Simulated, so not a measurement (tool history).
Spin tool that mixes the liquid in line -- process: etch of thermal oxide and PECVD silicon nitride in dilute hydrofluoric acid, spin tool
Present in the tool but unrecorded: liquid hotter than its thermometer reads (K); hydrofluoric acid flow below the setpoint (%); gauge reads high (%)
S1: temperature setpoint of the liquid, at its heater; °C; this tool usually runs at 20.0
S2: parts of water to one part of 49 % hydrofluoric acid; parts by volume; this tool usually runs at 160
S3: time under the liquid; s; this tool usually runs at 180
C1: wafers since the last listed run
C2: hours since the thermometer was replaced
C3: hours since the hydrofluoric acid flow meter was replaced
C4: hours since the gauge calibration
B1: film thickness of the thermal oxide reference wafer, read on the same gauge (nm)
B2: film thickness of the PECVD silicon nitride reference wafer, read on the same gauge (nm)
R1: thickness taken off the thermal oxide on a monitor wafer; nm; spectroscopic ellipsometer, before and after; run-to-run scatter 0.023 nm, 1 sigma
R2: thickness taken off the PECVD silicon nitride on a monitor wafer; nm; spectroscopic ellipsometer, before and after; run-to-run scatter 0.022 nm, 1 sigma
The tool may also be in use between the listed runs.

| run | hour | S1 | S2 | S3 | C1 | C2 | C3 | C4 | B1 | B2 | R1 | R2 |
|---|---|---|---|---|---|---|---|---|---|---|---|---|
| 1 | 0.0 | 20.0 | 160 | 180 | 0 | 1966.0 | 429.8 | 41.6 | 100.002 | 139.982 | 4.823 | 2.775 |
| 2 | 60.6 | 20.0 | 160 | 180 | 311 | 2026.6 | 490.4 | 102.2 | 99.984 | 140.000 | 4.798 | 2.773 |
| 3 | 93.0 | 20.0 | 160 | 180 | 166 | 2059.0 | 522.8 | 134.6 | 99.996 | 139.993 | 4.816 | 2.764 |
| 4 | 133.6 | 20.0 | 160 | 180 | 208 | 2099.6 | 563.4 | 175.2 | 99.976 | 139.943 | 4.822 | 2.813 |
| 5 | 166.7 | 20.0 | 160 | 180 | 170 | 2132.7 | 596.5 | 208.3 | 99.981 | 140.057 | 4.831 | 2.789 |
| 6 | 216.7 | 18.0 | 160 | 180 | 257 | 2182.7 | 646.5 | 258.3 | 100.024 | 140.012 | 4.467 | 2.466 |
| 7 | 431.9 | 20.0 | 160 | 225 | 1106 | 2397.9 | 861.7 | 473.5 | 100.006 | 140.020 | 6.080 | 3.511 |
|  | 471.9 | thermometer replaced |
| 8 | 497.2 | 20.0 | 160 | 225 | 330 | 25.3 | 927.0 | 538.8 | 99.992 | 140.023 | 6.270 | 3.736 |
| 9 | 537.0 | 20.0 | 125 | 220 | 204 | 65.1 | 966.8 | 578.6 | 100.012 | 140.001 | 8.260 | 4.727 |
| 10 | 565.0 | 20.0 | 125 | 220 | 143 | 93.1 | 994.8 | 606.6 | 99.986 | 140.014 | 8.245 | 4.741 |
| 11 | 592.9 | 20.0 | 125 | 220 | 143 | 121.0 | 1022.7 | 634.5 | 99.967 | 140.009 | 8.244 | 4.631 |
|  | 642.2 | hydrofluoric acid flow meter replaced |
| 12 | 714.0 | 20.0 | 110 | 235 | 617 | 242.1 | 71.8 | 755.6 | 99.996 | 140.038 | 10.310 | 5.756 |
| 13 | 751.3 | 18.0 | 120 | 230 | 191 | 279.4 | 109.1 | 792.9 | 99.975 | 139.999 | 8.374 | 4.611 |
|  | 769.2 | thermometer replaced, repeated, since the last time left the tool worse |
| 14 | 813.7 | 20.0 | 160 | 180 | 315 | 44.5 | 171.5 | 855.3 | 99.987 | 140.035 | 4.517 | 2.459 |
| 15 | 862.6 | 17.0 | 160 | 180 | 251 | 93.4 | 220.4 | 904.2 | 99.941 | 139.986 | 3.989 | 2.007 |
|  | 883.6 | gauge calibrated |
| 16 | 889.4 | 17.0 | 230 | 250 | 137 | 120.2 | 247.2 | 5.8 | 99.963 | 140.020 | 3.628 | 2.017 |
| 17 | 944.0 | 17.0 | 225 | 270 | 280 | 174.8 | 301.8 | 60.4 | 100.008 | 139.947 | 4.009 | 2.196 |
| 18 | 1007.2 | 17.5 | 105 | 180 | 324 | 238.0 | 365.0 | 123.6 | 99.999 | 139.982 | 6.655 | 3.151 |
| 19 | 1055.8 | 20.0 | 100 | 135 | 249 | 286.6 | 413.6 | 172.2 | 100.014 | 139.943 | 5.783 | 2.972 |
| 20 | 1124.0 | 24.5 | 210 | 180 | 350 | 354.8 | 481.8 | 240.4 | 99.962 | 140.021 | 3.867 | 2.602 |
| 21 | 1194.2 | 20.0 | 160 | 275 | 360 | 425.0 | 552.0 | 310.6 | 100.023 | 140.027 | 6.971 | 3.917 |
| 22 | 1242.4 | 24.0 | 160 | 280 | 247 | 473.2 | 600.2 | 358.8 | 99.989 | 139.972 | 8.230 | 5.072 |
| 23 | 1273.0 | 20.0 | 160 | 180 | 157 | 503.8 | 630.8 | 389.4 | 99.995 | 139.970 | 4.605 | 2.566 |
| 24 | 1312.5 | 20.0 | 125 | 220 | 203 | 543.3 | 670.3 | 428.9 | 99.999 | 139.969 | 7.360 | 3.998 |
| 25 | 1372.7 | 18.0 | 160 | 285 | 309 | 603.5 | 730.5 | 489.1 | 99.978 | 140.021 | 6.659 | 3.559 |

Below, each run's measurement less what the same run would have read without the hidden state. Both values contain the same run-to-run variation, but the gauge's scatter may not be the same in both:
| run | R1 | R2 |
|---|---|---|
| 1 | +0.310 | +0.293 |
| 2 | +0.315 | +0.299 |
| 3 | +0.321 | +0.303 |
| 4 | +0.326 | +0.314 |
| 5 | +0.331 | +0.314 |
| 6 | +0.318 | +0.288 |
| 7 | +0.460 | +0.436 |
| 8 | +0.702 | +0.678 |
| 9 | +0.954 | +0.877 |
| 10 | +0.958 | +0.884 |
| 11 | +0.963 | +0.869 |
| 12 | +1.248 | +1.113 |
| 13 | +1.034 | +0.909 |
| 14 | +0.016 | +0.014 |
| 15 | +0.021 | +0.018 |
| 16 | +0.021 | +0.020 |
| 17 | +0.030 | +0.028 |
| 18 | +0.066 | +0.052 |
| 19 | +0.064 | +0.055 |
| 20 | +0.045 | +0.052 |
| 21 | +0.104 | +0.098 |
| 22 | +0.127 | +0.132 |
| 23 | +0.080 | +0.074 |
| 24 | +0.138 | +0.125 |
| 25 | +0.136 | +0.120 |
